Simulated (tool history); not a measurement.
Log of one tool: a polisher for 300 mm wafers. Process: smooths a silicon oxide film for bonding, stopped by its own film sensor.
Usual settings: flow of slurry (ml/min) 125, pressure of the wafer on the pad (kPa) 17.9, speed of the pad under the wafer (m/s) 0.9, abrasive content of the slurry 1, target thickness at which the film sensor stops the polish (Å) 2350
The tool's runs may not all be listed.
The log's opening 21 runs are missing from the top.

run	day	flow of slurry (ml/min)	pressure of the wafer on the pad (kPa)	speed of the pad under the wafer (m/s)	abrasive content of the slurry	target thickness at which the film sensor stops the polish (Å)	wafers since the last listed run	wafers polished on this pad	hours since the slurry nozzle was cleaned	hours since the head pressure was calibrated	hours since the slurry blender was calibrated	incoming thickness of the incoming film, nm	time until the film sensor stopped the polish (s)
22	11.342	125	17.9	1.08	1.25	2350	172	1509	17.8	237.3	69.3	268.1	26.7
23	11.862	95	15.9	0.9	1	2280	220	1730	30.3	249.8	81.8	269.8	50.3
# day 12.117: worn pad replaced by a new one
24	12.408	125	17.9	0.6	0.75	2350	160	122	43.4	262.9	94.9	267.4	50.2
25	12.946	125	17.9	0.9	0.9	2350	227	350	56.3	275.8	107.8	270.2	37.6
26	13.292	125	17.9	0.9	1	2350	146	496	64.6	284.1	116.1	267.9	32.9
27	13.638	125	12.4	0.9	1	2450	146	643	72.9	292.4	124.4	270.4	37.2
28	13.958	165	12.4	0.9	1	2350	135	778	80.6	300.1	132.1	272.2	51.5
29	14.3	140	15.9	0.64	0.85	2350	144	923	88.8	308.3	140.3	266.7	47.6
30	14.812	125	17.9	0.9	1	2350	216	1140	101.1	320.6	152.6	267.5	33.6
31	15.483	110	17.9	0.68	1	2350	283	1424	117.2	336.7	168.7	270.8	45.7

Alternative continuations, all from the tool just after run 31; predict every row:
A	15.5	85	17.9	0.9	1	2350	7	1431	117.6	337.1	169.1	271.8	?
B	15.5	125	14.5	0.9	1	2350	7	1431	117.6	337.1	169.1	271.8	?
C	15.5	140	20	0.9	1	2350	7	1431	117.6	337.1	169.1	271.8	?

run	time until the film sensor stopped the polish (s)
A	43.1
B	46.3
C	32.5
Take away the tool's hidden state, keep each run's random variation, and the runs would have read:
run	time until the film sensor stopped the polish (s)
A	40.7
B	45.2
C	32
